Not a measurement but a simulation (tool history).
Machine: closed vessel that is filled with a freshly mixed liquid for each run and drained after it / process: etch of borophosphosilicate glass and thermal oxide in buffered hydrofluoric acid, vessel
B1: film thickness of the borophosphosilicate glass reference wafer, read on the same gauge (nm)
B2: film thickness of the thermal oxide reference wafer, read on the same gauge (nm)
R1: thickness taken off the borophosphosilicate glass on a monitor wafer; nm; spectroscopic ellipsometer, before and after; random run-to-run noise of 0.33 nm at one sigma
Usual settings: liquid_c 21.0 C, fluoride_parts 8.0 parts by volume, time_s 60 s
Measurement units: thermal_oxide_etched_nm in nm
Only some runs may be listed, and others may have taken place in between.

{"run": 1, "hour": 0.0, "liquid_c": 22.0, "fluoride_parts": 8.0, "time_s": 75, "B1": 50.0, "B2": 30.02, "R1": 104.51, "thermal_oxide_etched_nm": 89.53}
{"run": 2, "hour": 45.4, "liquid_c": 21.0, "fluoride_parts": 9.5, "time_s": 60, "B1": 50.0, "B2": 30.02, "R1": 67.17, "thermal_oxide_etched_nm": 57.87}
{"run": 3, "hour": 112.4, "liquid_c": 21.0, "fluoride_parts": 8.0, "time_s": 60, "B1": 50.0, "B2": 30.01, "R1": 78.86, "thermal_oxide_etched_nm": 67.75}
{"run": 4, "hour": 180.7, "liquid_c": 17.0, "fluoride_parts": 8.0, "time_s": 60, "B1": 50.01, "B2": 30.01, "R1": 63.45, "thermal_oxide_etched_nm": 54.63}
{"run": 5, "hour": 282.3, "liquid_c": 21.0, "fluoride_parts": 8.0, "time_s": 60, "B1": 50.02, "B2": 30.02, "R1": 79.84, "thermal_oxide_etched_nm": 68.89}
{"run": 6, "hour": 379.0, "liquid_c": 21.0, "fluoride_parts": 8.0, "time_s": 60, "B1": 50.01, "B2": 29.98, "R1": 80.09, "thermal_oxide_etched_nm": 68.9}
{"run": 7, "hour": 433.3, "liquid_c": 21.0, "fluoride_parts": 8.0, "time_s": 85, "B1": 50.0, "B2": 30.0, "R1": 113.67, "thermal_oxide_etched_nm": 99.27}
{"run": 8, "hour": 540.4, "liquid_c": 23.5, "fluoride_parts": 5.5, "time_s": 60, "B1": 50.0, "B2": 30.0, "R1": 132.16, "thermal_oxide_etched_nm": 111.97}
{"run": 9, "hour": 731.9, "liquid_c": 24.0, "fluoride_parts": 9.0, "time_s": 30, "B1": 49.98, "B2": 30.01, "R1": 42.02, "thermal_oxide_etched_nm": 36.22}
{"run": 10, "hour": 830.2, "liquid_c": 21.0, "fluoride_parts": 10.5, "time_s": 60, "B1": 50.0, "B2": 29.99, "R1": 60.06, "thermal_oxide_etched_nm": 51.91}
{"run": 11, "hour": 889.0, "liquid_c": 18.0, "fluoride_parts": 6.5, "time_s": 60, "B1": 50.01, "B2": 30.03, "R1": 81.28, "thermal_oxide_etched_nm": 68.64}
{"run": 12, "hour": 986.4, "liquid_c": 21.0, "fluoride_parts": 8.0, "time_s": 60, "B1": 50.03, "B2": 29.98, "R1": 76.85, "thermal_oxide_etched_nm": 66.24}
{"run": 13, "hour": 1036.9, "liquid_c": 19.5, "fluoride_parts": 8.0, "time_s": 60, "B1": 49.98, "B2": 30.0, "R1": 70.81, "thermal_oxide_etched_nm": 62.08}
{"run": 14, "hour": 1124.5, "liquid_c": 21.0, "fluoride_parts": 8.0, "time_s": 60, "B1": 50.0, "B2": 30.0, "R1": 77.11, "thermal_oxide_etched_nm": 67.63}
{"run": 15, "hour": 1214.7, "liquid_c": 17.5, "fluoride_parts": 10.5, "time_s": 60, "B1": 50.0, "B2": 30.01, "R1": 49.95, "thermal_oxide_etched_nm": 43.35}

Not shown here: 3 entries made in the log between runs. Locate each between two listed runs and compare the hidden state at the listed run before it with the hidden state at the listed run after it:
In the gap between runs 8 and 9: hydrofluoric acid flow meter replaced (hour 593.1); gauge calibrated (hour 606.0)
  liquid hotter than its thermometer reads (K): 1.1 -> 1.25
  measured result minus the result with no hidden state, R1: +7.56 -> +2.72 nm; thermal_oxide_etched_nm: +6.50 -> +2.37 nm
In the gap between runs 9 and 10: thermometer replaced (hour 772.0)
  liquid hotter than its thermometer reads (K): 1.25 -> 0.164
  measured result minus the result with no hidden state, R1: +2.72 -> +0.53 nm; thermal_oxide_etched_nm: +2.37 -> +0.46 nm
